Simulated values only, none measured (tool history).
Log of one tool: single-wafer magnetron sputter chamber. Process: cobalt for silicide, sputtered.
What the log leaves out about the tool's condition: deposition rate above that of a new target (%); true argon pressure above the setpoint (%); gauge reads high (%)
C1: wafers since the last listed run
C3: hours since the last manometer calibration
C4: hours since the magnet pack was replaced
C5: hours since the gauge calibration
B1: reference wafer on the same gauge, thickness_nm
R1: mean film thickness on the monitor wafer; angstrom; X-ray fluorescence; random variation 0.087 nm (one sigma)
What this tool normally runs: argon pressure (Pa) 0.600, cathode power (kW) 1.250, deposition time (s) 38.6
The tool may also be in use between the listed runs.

Run 1, hour 0.0: usual settings; C1 0; wafers on the sputter target 4372; C3 1689.5; C4 11321.6; C5 4.6; B1 19.003. Result: R1 208.34 angstrom.
Run 2, hour 15.0: usual settings; C1 288; wafers on the sputter target 4660; C3 1704.5; C4 11336.6; C5 19.6; B1 19.006. Result: R1 207.70 angstrom.
Run 3, hour 27.5: usual settings; C1 240; wafers on the sputter target 4900; C3 1717.0; C4 11349.1; C5 32.1; B1 18.970. Result: R1 206.46 angstrom.
Run 4, hour 35.0: usual settings; C1 144; wafers on the sputter target 5044; C3 1724.5; C4 11356.6; C5 39.6; B1 18.974. Result: R1 206.90 angstrom.
Run 5, hour 48.5: usual settings; C1 259; wafers on the sputter target 5303; C3 1738.0; C4 11370.1; C5 53.1; B1 18.984. Result: R1 206.71 angstrom.
Run 6, hour 61.1: usual settings; C1 241; wafers on the sputter target 5545; C3 1750.6; C4 11382.7; C5 65.7; B1 18.995. Result: R1 206.13 angstrom.
Run 7, hour 69.2: usual settings but argon pressure (Pa) 0.511, cathode power (kW) 1.400; C1 155; wafers on the sputter target 5701; C3 1758.7; C4 11390.8; C5 73.8; B1 19.020. Result: R1 238.64 angstrom.
Run 8, hour 84.8: usual settings but argon pressure (Pa) 0.511, cathode power (kW) 1.400; C1 299; wafers on the sputter target 6000; C3 1774.3; C4 11406.4; C5 89.4; B1 19.015. Result: R1 236.50 angstrom.
At hour 93.1: capacitance manometer re-zeroed and calibrated.
Run 9, hour 95.4: usual settings but argon pressure (Pa) 0.511, cathode power (kW) 1.400; C1 49; wafers on the sputter target 6050; C3 2.3; C4 11417.0; C5 100.0; B1 19.016. Result: R1 236.45 angstrom.
Run 10, hour 112.9: usual settings; C1 336; wafers on the sputter target 6386; C3 19.8; C4 11434.5; C5 117.5; B1 19.006. Result: R1 204.31 angstrom.
Run 11, hour 122.0: usual settings; C1 174; wafers on the sputter target 6561; C3 28.9; C4 11443.6; C5 126.6; B1 19.000. Result: R1 204.95 angstrom.
At hour 132.3: magnet pack replaced.
Run 12, hour 133.1: usual settings but argon pressure (Pa) 0.713, cathode power (kW) 1.450; C1 59; wafers on the sputter target 6620; C3 40.0; C4 0.8; C5 137.7; B1 19.007. Result: R1 229.52 angstrom.
Run 13, hour 142.7: usual settings but argon pressure (Pa) 0.459, cathode power (kW) 1.500, deposition time (s) 46.1; C1 184; wafers on the sputter target 6805; C3 49.6; C4 10.4; C5 147.3; B1 19.014. Result: R1 306.22 angstrom.
Run 14, hour 154.4: usual settings but cathode power (kW) 1.000, deposition time (s) 32.5; C1 224; wafers on the sputter target 7029; C3 61.3; C4 22.1; C5 159.0; B1 19.009. Result: R1 136.84 angstrom.

For run 15, what comes out?
At hour 164.6: sputter target and shields replaced.
Run 15, hour 165.6: usual settings; C1 61; wafers on the sputter target 18; C3 72.5; C4 33.3; C5 170.2; B1 ?. Result: R1 ?.

Run 15 measured B1 18.984, R1 213.65 angstrom.
The same run, on a tool lacking any hidden state, would have yielded R1 214.11 angstrom.

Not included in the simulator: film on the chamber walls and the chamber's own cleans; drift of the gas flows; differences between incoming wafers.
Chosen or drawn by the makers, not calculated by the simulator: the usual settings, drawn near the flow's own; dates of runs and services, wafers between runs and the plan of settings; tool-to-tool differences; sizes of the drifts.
